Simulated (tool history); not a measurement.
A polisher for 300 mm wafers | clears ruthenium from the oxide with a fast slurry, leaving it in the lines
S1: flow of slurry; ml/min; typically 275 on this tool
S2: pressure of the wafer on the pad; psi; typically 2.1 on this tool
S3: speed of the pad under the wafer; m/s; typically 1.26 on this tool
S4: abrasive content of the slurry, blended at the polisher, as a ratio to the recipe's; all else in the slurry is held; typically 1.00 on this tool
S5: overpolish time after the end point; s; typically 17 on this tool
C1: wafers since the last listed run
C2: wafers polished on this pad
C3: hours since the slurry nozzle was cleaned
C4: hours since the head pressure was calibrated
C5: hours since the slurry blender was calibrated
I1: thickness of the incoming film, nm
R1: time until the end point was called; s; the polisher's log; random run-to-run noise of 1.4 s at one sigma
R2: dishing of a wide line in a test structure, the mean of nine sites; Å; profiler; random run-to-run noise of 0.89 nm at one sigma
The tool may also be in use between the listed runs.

run 1 hour=0.0 | S1=275 S2=2.1 S3=1.26 S4=1.00 S5=17 | C1=0 C2=1921 C3=147.9 C4=107.8 C5=77.0 | I1=278.1 | R1=79.9 R2=447
run 2 hour=76.6 | S1=275 S2=2.1 S3=1.26 S4=1.20 S5=13 | C1=488 C2=2410 C3=224.5 C4=184.4 C5=153.6 | I1=280.6 | R1=74.9 R2=365
-- hour=99.4 worn pad replaced by a new one
run 3 hour=167.0 | S1=275 S2=2.1 S3=1.26 S4=1.20 S5=13 | C1=551 C2=431 C3=314.9 C4=274.8 C5=244.0 | I1=279.4 | R1=75.0 R2=361
run 4 hour=269.6 | S1=275 S2=2.1 S3=1.26 S4=1.20 S5=13 | C1=654 C2=1085 C3=417.5 C4=377.4 C5=346.6 | I1=278.2 | R1=73.4 R2=361
run 5 hour=319.1 | S1=275 S2=2.1 S3=1.42 S4=1.00 S5=12 | C1=315 C2=1401 C3=467.0 C4=426.9 C5=396.1 | I1=280.7 | R1=70.2 R2=355
-- hour=326.3 slurry blender recalibrated
run 6 hour=365.7 | S1=275 S2=2.1 S3=1.42 S4=1.00 S5=12 | C1=284 C2=1686 C3=513.6 C4=473.5 C5=39.4 | I1=275.2 | R1=69.0 R2=352
-- hour=458.2 worn pad replaced by a new one
run 7 hour=472.0 | S1=275 S2=2.1 S3=1.26 S4=1.00 S5=17 | C1=652 C2=87 C3=619.9 C4=579.8 C5=145.7 | I1=278.7 | R1=80.6 R2=420
run 8 hour=541.9 | S1=275 S2=2.1 S3=1.26 S4=1.00 S5=17 | C1=446 C2=533 C3=689.8 C4=649.7 C5=215.6 | I1=276.2 | R1=78.1 R2=413
run 9 hour=638.2 | S1=275 S2=2.1 S3=1.26 S4=1.00 S5=17 | C1=614 C2=1148 C3=786.1 C4=746.0 C5=311.9 | I1=280.3 | R1=78.5 R2=429
run 10 hour=674.6 | S1=275 S2=2.1 S3=1.26 S4=1.00 S5=17 | C1=232 C2=1380 C3=822.5 C4=782.4 C5=348.3 | I1=280.8 | R1=80.5 R2=429
run 11 hour=718.0 | S1=275 S2=2.1 S3=1.26 S4=1.15 S5=17 | C1=276 C2=1657 C3=865.9 C4=825.8 C5=391.7 | I1=282.5 | R1=78.0 R2=449
-- hour=728.7 slurry nozzle cleaned
-- hour=751.9 slurry blender recalibrated
run 12 hour=775.1 | S1=275 S2=2.1 S3=1.26 S4=1.00 S5=17 | C1=345 C2=2002 C3=46.4 C4=882.9 C5=23.2 | I1=282.6 | R1=83.0 R2=418
run 13 hour=882.5 | S1=275 S2=2.1 S3=1.26 S4=1.00 S5=17 | C1=685 C2=2687 C3=153.8 C4=990.3 C5=130.6 | I1=282.1 | R1=81.7 R2=427
-- hour=899.2 worn pad replaced by a new one
run 14 hour=1016.8 | S1=210 S2=1.9 S3=1.26 S4=1.10 S5=13 | C1=831 C2=750 C3=288.1 C4=1124.6 C5=264.9 | I1=277.1 | R1=86.5 R2=318
run 15 hour=1085.3 | S1=240 S2=2.5 S3=1.50 S4=1.00 S5=17 | C1=437 C2=1187 C3=356.6 C4=1193.1 C5=333.4 | I1=283.3 | R1=58.7 R2=528
run 16 hour=1173.0 | S1=275 S2=2.5 S3=1.06 S4=0.75 S5=25 | C1=559 C2=1747 C3=444.3 C4=1280.8 C5=421.1 | I1=281.7 | R1=91.5 R2=532
-- hour=1180.0 slurry blender recalibrated
run 17 hour=1212.3 | S1=275 S2=2.4 S3=1.26 S4=1.00 S5=17 | C1=238 C2=1985 C3=483.6 C4=1320.1 C5=32.3 | I1=280.5 | R1=71.6 R2=460
run 18 hour=1249.2 | S1=275 S2=2.1 S3=1.26 S4=1.00 S5=17 | C1=235 C2=2220 C3=520.5 C4=1357.0 C5=69.2 | I1=279.6 | R1=78.4 R2=417
run 19 hour=1326.9 | S1=275 S2=2.7 S3=1.26 S4=0.85 S5=8 | C1=495 C2=2716 C3=598.2 C4=1434.7 C5=146.9 | I1=280.2 | R1=68.6 R2=260
-- hour=1367.4 worn pad replaced by a new one
run 20 hour=1367.9 | S1=355 S2=2.4 S3=1.70 S4=1.00 S5=8 | C1=236 C2=3 C3=639.2 C4=1475.7 C5=187.9 | I1=283.6 | R1=52.6 R2=326
run 21 hour=1464.9 | S1=315 S2=2.1 S3=1.26 S4=1.00 S5=17 | C1=618 C2=621 C3=736.2 C4=1572.7 C5=284.9 | I1=280.1 | R1=79.9 R2=421
-- hour=1508.9 slurry nozzle cleaned
-- hour=1547.5 head pressure recalibrated
run 22 hour=1561.5 | S1=275 S2=2.1 S3=1.26 S4=1.00 S5=17 | C1=597 C2=1219 C3=52.6 C4=14.0 C5=381.5 | I1=278.6 | R1=80.9 R2=420
run 23 hour=1632.0 | S1=190 S2=2.1 S3=1.14 S4=1.00 S5=23 | C1=449 C2=1669 C3=123.1 C4=84.5 C5=452.0 | I1=285.1 | R1=94.9 R2=491
-- hour=1652.7 slurry blender recalibrated
run 24 hour=1693.1 | S1=275 S2=2.1 S3=1.26 S4=1.15 S5=25 | C1=377 C2=2046 C3=184.2 C4=145.6 C5=40.4 | I1=278.1 | R1=74.7 R2=620
run 25 hour=1779.2 | S1=275 S2=2.1 S3=1.26 S4=1.20 S5=13 | C1=549 C2=2595 C3=270.3 C4=231.7 C5=126.5 | I1=284.2 | R1=74.4 R2=365
-- hour=1834.0 worn pad replaced by a new one
run 26 hour=1855.5 | S1=220 S2=2.1 S3=0.82 S4=1.00 S5=17 | C1=461 C2=137 C3=346.6 C4=308.0 C5=202.8 | I1=282.7 | R1=127.4 R2=275
run 27 hour=1943.0 | S1=240 S2=2.5 S3=1.50 S4=1.00 S5=17 | C1=558 C2=695 C3=434.1 C4=395.5 C5=290.3 | I1=276.2 | R1=56.9 R2=559
-- hour=2016.5 slurry blender recalibrated
run 28 hour=2020.9 | S1=240 S2=2.1 S3=1.04 S4=1.20 S5=13 | C1=484 C2=1180 C3=512.0 C4=473.4 C5=4.4 | I1=280.2 | R1=92.2 R2=306

Branching from run 28: 4 alternative next runs. What would each branch give?
run A hour=2021.3 | S1=275 S2=2.1 S3=1.26 S4=1.00 S5=17 | C1=2 C2=1182 C3=512.4 C4=473.8 C5=4.8 | I1=283.5 | R1=? R2=?
run B hour=2021.3 | S1=275 S2=2.1 S3=1.10 S4=1.00 S5=23 | C1=2 C2=1182 C3=512.4 C4=473.8 C5=4.8 | I1=283.5 | R1=? R2=?
run C hour=2021.3 | S1=275 S2=2.1 S3=1.26 S4=1.00 S5=27 | C1=2 C2=1182 C3=512.4 C4=473.8 C5=4.8 | I1=283.5 | R1=? R2=?
run D hour=2021.3 | S1=275 S2=2.1 S3=1.26 S4=0.75 S5=17 | C1=2 C2=1182 C3=512.4 C4=473.8 C5=4.8 | I1=283.5 | R1=? R2=?

run=A R1=79.2 R2=437
run=B R1=90.7 R2=502
run=C R1=79.2 R2=634
run=D R1=91.7 R2=386
Without the tool's unlogged condition, the same runs would have read:
run=A R1=79.2 R2=437
run=B R1=90.7 R2=502
run=C R1=79.2 R2=634
run=D R1=91.7 R2=386

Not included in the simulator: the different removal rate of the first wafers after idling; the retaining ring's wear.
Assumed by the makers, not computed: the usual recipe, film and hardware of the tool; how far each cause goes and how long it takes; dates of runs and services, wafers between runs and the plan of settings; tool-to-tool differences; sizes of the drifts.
